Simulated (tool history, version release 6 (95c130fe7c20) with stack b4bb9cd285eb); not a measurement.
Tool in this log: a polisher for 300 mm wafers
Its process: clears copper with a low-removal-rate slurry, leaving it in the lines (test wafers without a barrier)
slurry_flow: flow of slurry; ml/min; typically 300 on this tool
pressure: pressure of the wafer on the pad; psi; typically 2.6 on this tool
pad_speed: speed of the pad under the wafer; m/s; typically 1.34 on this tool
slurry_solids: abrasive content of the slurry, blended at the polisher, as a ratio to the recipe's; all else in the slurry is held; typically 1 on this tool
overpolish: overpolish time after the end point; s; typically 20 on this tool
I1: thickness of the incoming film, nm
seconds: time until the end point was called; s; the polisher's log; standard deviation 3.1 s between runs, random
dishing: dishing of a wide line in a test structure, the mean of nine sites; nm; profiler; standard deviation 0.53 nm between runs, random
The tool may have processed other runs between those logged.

{"run": 1, "hour": 0.0, "slurry_flow": 300, "pressure": 2.6, "pad_speed": 1.08, "slurry_solids": 1, "overpolish": 28, "I1": 571.4, "seconds": 230.8, "dishing": 32.6}
{"run": 2, "hour": 53.2, "slurry_flow": 300, "pressure": 2.6, "pad_speed": 1.08, "slurry_solids": 1, "overpolish": 28, "I1": 570.3, "seconds": 231, "dishing": 32.7}
{"run": 3, "hour": 68.3, "slurry_flow": 300, "pressure": 2.6, "pad_speed": 1.08, "slurry_solids": 1, "overpolish": 28, "I1": 556, "seconds": 233.4, "dishing": 32.5}
{"run": 4, "hour": 84.8, "slurry_flow": 300, "pressure": 2.6, "pad_speed": 1.34, "slurry_solids": 1, "overpolish": 20, "I1": 555.4, "seconds": 186.7, "dishing": 28.5}
{"run": 5, "hour": 97.4, "slurry_flow": 300, "pressure": 2.6, "pad_speed": 1.34, "slurry_solids": 1, "overpolish": 20, "I1": 564.1, "seconds": 189.7, "dishing": 28.9}
{"run": 6, "hour": 114.2, "slurry_flow": 300, "pressure": 2.6, "pad_speed": 1.34, "slurry_solids": 1, "overpolish": 20, "I1": 555.7, "seconds": 180.7, "dishing": 28.8}
{"run": 7, "hour": 124.5, "slurry_flow": 300, "pressure": 2.6, "pad_speed": 1.34, "slurry_solids": 1, "overpolish": 12, "I1": 556.6, "seconds": 194.2, "dishing": 20}
{"run": 8, "hour": 132.3, "slurry_flow": 300, "pressure": 2.6, "pad_speed": 1.34, "slurry_solids": 1, "overpolish": 11, "I1": 563.6, "seconds": 189.2, "dishing": 19.1}
{"run": 9, "hour": 147.4, "slurry_flow": 300, "pressure": 2.6, "pad_speed": 1.34, "slurry_solids": 0.85, "overpolish": 26, "I1": 556.1, "seconds": 197.2, "dishing": 33.8}
{"run": 10, "hour": 158.5, "slurry_flow": 250, "pressure": 1.8, "pad_speed": 1.34, "slurry_solids": 1, "overpolish": 24, "I1": 557.9, "seconds": 261.4, "dishing": 25.2}
{"hour": 183.4, "done": "worn pad replaced by a new one"}
{"run": 11, "hour": 210.7, "slurry_flow": 300, "pressure": 2.6, "pad_speed": 1.34, "slurry_solids": 1, "overpolish": 20, "I1": 561, "seconds": 195.5, "dishing": 28.3}
{"run": 12, "hour": 216.9, "slurry_flow": 330, "pressure": 2.6, "pad_speed": 1.34, "slurry_solids": 0.75, "overpolish": 20, "I1": 562.4, "seconds": 213.4, "dishing": 28.2}
{"hour": 229.9, "done": "head pressure recalibrated"}
{"run": 13, "hour": 231.7, "slurry_flow": 300, "pressure": 2.6, "pad_speed": 1.34, "slurry_solids": 1, "overpolish": 20, "I1": 556.9, "seconds": 193.9, "dishing": 29.1}
{"hour": 237.9, "done": "slurry blender recalibrated"}
{"run": 14, "hour": 238.4, "slurry_flow": 300, "pressure": 2.6, "pad_speed": 1.34, "slurry_solids": 1, "overpolish": 20, "I1": 566.1, "seconds": 195.6, "dishing": 28.5}
{"hour": 248.0, "done": "slurry nozzle cleaned"}
{"run": 15, "hour": 251.0, "slurry_flow": 300, "pressure": 2.6, "pad_speed": 1.34, "slurry_solids": 1.1, "overpolish": 20, "I1": 557.3, "seconds": 174.8, "dishing": 30.3}
{"run": 16, "hour": 257.7, "slurry_flow": 300, "pressure": 2.9, "pad_speed": 1.72, "slurry_solids": 1, "overpolish": 29, "I1": 551, "seconds": 128.9, "dishing": 45.7}
{"run": 17, "hour": 271.7, "slurry_flow": 300, "pressure": 2.3, "pad_speed": 1.34, "slurry_solids": 1, "overpolish": 20, "I1": 561.1, "seconds": 208, "dishing": 27.4}
{"run": 18, "hour": 280.3, "slurry_flow": 300, "pressure": 2.6, "pad_speed": 1.56, "slurry_solids": 1, "overpolish": 26, "I1": 565.5, "seconds": 168, "dishing": 38.7}
{"run": 19, "hour": 297.9, "slurry_flow": 390, "pressure": 2.6, "pad_speed": 1.34, "slurry_solids": 1, "overpolish": 20, "I1": 556.3, "seconds": 177, "dishing": 29.8}
{"run": 20, "hour": 311.5, "slurry_flow": 300, "pressure": 1.9, "pad_speed": 1.34, "slurry_solids": 1, "overpolish": 20, "I1": 566.9, "seconds": 242.8, "dishing": 24}
{"run": 21, "hour": 322.6, "slurry_flow": 300, "pressure": 2.6, "pad_speed": 1.02, "slurry_solids": 1, "overpolish": 20, "I1": 552.6, "seconds": 239.7, "dishing": 24.4}
{"run": 22, "hour": 334.9, "slurry_flow": 300, "pressure": 1.9, "pad_speed": 1.34, "slurry_solids": 1, "overpolish": 20, "I1": 555.7, "seconds": 250.9, "dishing": 24.3}
{"run": 23, "hour": 342.7, "slurry_flow": 300, "pressure": 2.9, "pad_speed": 1.5, "slurry_solids": 0.8, "overpolish": 32, "I1": 568, "seconds": 166.2, "dishing": 42.2}
{"run": 24, "hour": 352.7, "slurry_flow": 300, "pressure": 2.6, "pad_speed": 1.34, "slurry_solids": 1.25, "overpolish": 9, "I1": 550, "seconds": 172.4, "dishing": 17.1}
{"run": 25, "hour": 359.1, "slurry_flow": 300, "pressure": 2.6, "pad_speed": 1.34, "slurry_solids": 1, "overpolish": 26, "I1": 564.7, "seconds": 187.7, "dishing": 35.4}
{"hour": 367.5, "done": "worn pad replaced by a new one"}
{"run": 26, "hour": 368.3, "slurry_flow": 300, "pressure": 2.6, "pad_speed": 1.34, "slurry_solids": 1, "overpolish": 20, "I1": 559.7, "seconds": 188.5, "dishing": 29}
{"run": 27, "hour": 377.1, "slurry_flow": 365, "pressure": 3.2, "pad_speed": 1.54, "slurry_solids": 0.75, "overpolish": 20, "I1": 557.1, "seconds": 148.7, "dishing": 35.3}
{"run": 28, "hour": 384.0, "slurry_flow": 300, "pressure": 2.6, "pad_speed": 1.52, "slurry_solids": 1.2, "overpolish": 20, "I1": 560.8, "seconds": 162, "dishing": 32.7}

Forecast each of these 5 alternatives for the next run:
{"run": "A", "hour": 384.5, "slurry_flow": 300, "pressure": 2.6, "pad_speed": 1.34, "slurry_solids": 1, "overpolish": 29, "I1": 564.3, "seconds": "?", "dishing": "?"}
{"run": "B", "hour": 384.5, "slurry_flow": 300, "pressure": 2.2, "pad_speed": 1.02, "slurry_solids": 1.2, "overpolish": 16, "I1": 564.3, "seconds": "?", "dishing": "?"}
{"run": "C", "hour": 384.5, "slurry_flow": 395, "pressure": 2.6, "pad_speed": 1.34, "slurry_solids": 1.3, "overpolish": 15, "I1": 564.3, "seconds": "?", "dishing": "?"}
{"run": "D", "hour": 384.5, "slurry_flow": 245, "pressure": 2.1, "pad_speed": 1.34, "slurry_solids": 1.2, "overpolish": 20, "I1": 564.3, "seconds": "?", "dishing": "?"}
{"run": "E", "hour": 384.5, "slurry_flow": 255, "pressure": 2.6, "pad_speed": 1.68, "slurry_solids": 1, "overpolish": 20, "I1": 564.3, "seconds": "?", "dishing": "?"}

run=A seconds=185 dishing=35.6
run=B seconds=260.7 dishing=18.4
run=C seconds=166.8 dishing=24.8
run=D seconds=217 dishing=25
run=E seconds=153 dishing=31.9
Stripped of hidden state, with their random variation kept, the same runs would have yielded:
run=A seconds=181.1 dishing=36
run=B seconds=255.2 dishing=18.7
run=C seconds=164.2 dishing=25.1
run=D seconds=211.4 dishing=25.4
run=E seconds=149.2 dishing=32.5
